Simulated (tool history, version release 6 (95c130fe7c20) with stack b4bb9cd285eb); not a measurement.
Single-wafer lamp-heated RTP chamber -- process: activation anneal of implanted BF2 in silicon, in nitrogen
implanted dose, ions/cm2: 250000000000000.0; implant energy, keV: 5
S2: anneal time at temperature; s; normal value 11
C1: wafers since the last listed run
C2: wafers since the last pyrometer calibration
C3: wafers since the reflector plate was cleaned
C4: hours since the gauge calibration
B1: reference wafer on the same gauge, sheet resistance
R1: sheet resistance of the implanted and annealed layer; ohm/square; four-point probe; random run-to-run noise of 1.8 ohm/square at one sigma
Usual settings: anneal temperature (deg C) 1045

{"run": 1, "hour": 0.0, "anneal temperature (deg C)": 1045, "S2": 11, "C1": 0, "C2": 2616, "C3": 9657, "C4": 277, "B1": 623.79, "R1": 585.71}
{"run": 2, "hour": 18.6, "anneal temperature (deg C)": 1045, "S2": 11, "C1": 452, "C2": 3069, "C3": 10109, "C4": 295.6, "B1": 623.83, "R1": 587.47}
{"hour": 32.4, "done": "pyrometer window cleaned and pyrometer calibrated"}
{"run": 3, "hour": 40.1, "anneal temperature (deg C)": 1045, "S2": 11, "C1": 328, "C2": 187, "C3": 10438, "C4": 317.1, "B1": 624.13, "R1": 586.77}
{"run": 4, "hour": 72.1, "anneal temperature (deg C)": 1045, "S2": 11, "C1": 778, "C2": 965, "C3": 11216, "C4": 349.1, "B1": 624.19, "R1": 585.49}
{"run": 5, "hour": 93.2, "anneal temperature (deg C)": 1045, "S2": 11, "C1": 513, "C2": 1479, "C3": 11730, "C4": 370.2, "B1": 624.02, "R1": 582.94}
{"run": 6, "hour": 113.8, "anneal temperature (deg C)": 1045, "S2": 11, "C1": 501, "C2": 1980, "C3": 12231, "C4": 390.8, "B1": 624.09, "R1": 588.43}
{"hour": 139.3, "done": "reflector plate cleaned"}
{"run": 7, "hour": 142.0, "anneal temperature (deg C)": 1045, "S2": 11, "C1": 491, "C2": 2471, "C3": 66, "C4": 419, "B1": 624.09, "R1": 596.35}
{"hour": 172.4, "done": "pyrometer window cleaned and pyrometer calibrated"}
{"run": 8, "hour": 176.4, "anneal temperature (deg C)": 1045, "S2": 11, "C1": 642, "C2": 98, "C3": 708, "C4": 453.4, "B1": 624.03, "R1": 594.66}
{"run": 9, "hour": 194.7, "anneal temperature (deg C)": 1030, "S2": 14, "C1": 445, "C2": 543, "C3": 1153, "C4": 471.7, "B1": 623.92, "R1": 612.59}
{"run": 10, "hour": 209.5, "anneal temperature (deg C)": 1045, "S2": 11, "C1": 360, "C2": 903, "C3": 1514, "C4": 486.5, "B1": 623.48, "R1": 590.85}
{"run": 11, "hour": 228.1, "anneal temperature (deg C)": 1057, "S2": 11, "C1": 452, "C2": 1356, "C3": 1966, "C4": 505.1, "B1": 624.01, "R1": 576.39}
{"hour": 242.1, "done": "gauge calibrated"}
{"run": 12, "hour": 245.0, "anneal temperature (deg C)": 1061, "S2": 13, "C1": 411, "C2": 1767, "C3": 2377, "C4": 2.9, "B1": 624.29, "R1": 565.15}
{"run": 13, "hour": 267.4, "anneal temperature (deg C)": 1045, "S2": 9, "C1": 544, "C2": 2312, "C3": 2922, "C4": 25.3, "B1": 623.8, "R1": 602.31}
{"run": 14, "hour": 292.3, "anneal temperature (deg C)": 1028, "S2": 11, "C1": 605, "C2": 2918, "C3": 3528, "C4": 50.2, "B1": 623.9, "R1": 620.52}
{"run": 15, "hour": 315.7, "anneal temperature (deg C)": 1061, "S2": 13, "C1": 569, "C2": 3487, "C3": 4097, "C4": 73.6, "B1": 624.52, "R1": 562.65}

Run 16, settings as shown, results not yet in. Your forecast:
{"hour": 345.2, "done": "pyrometer window cleaned and pyrometer calibrated"}
{"run": 16, "hour": 345.7, "anneal temperature (deg C)": 1059, "S2": 17, "C1": 535, "C2": 11, "C3": 4632, "C4": 103.6, "B1": "?", "R1": "?"}

Run 16 yielded B1 624.15, R1 554.29 ohm/square.
The same run, on a tool lacking any hidden state, would have yielded R1 560.72 ohm/square.
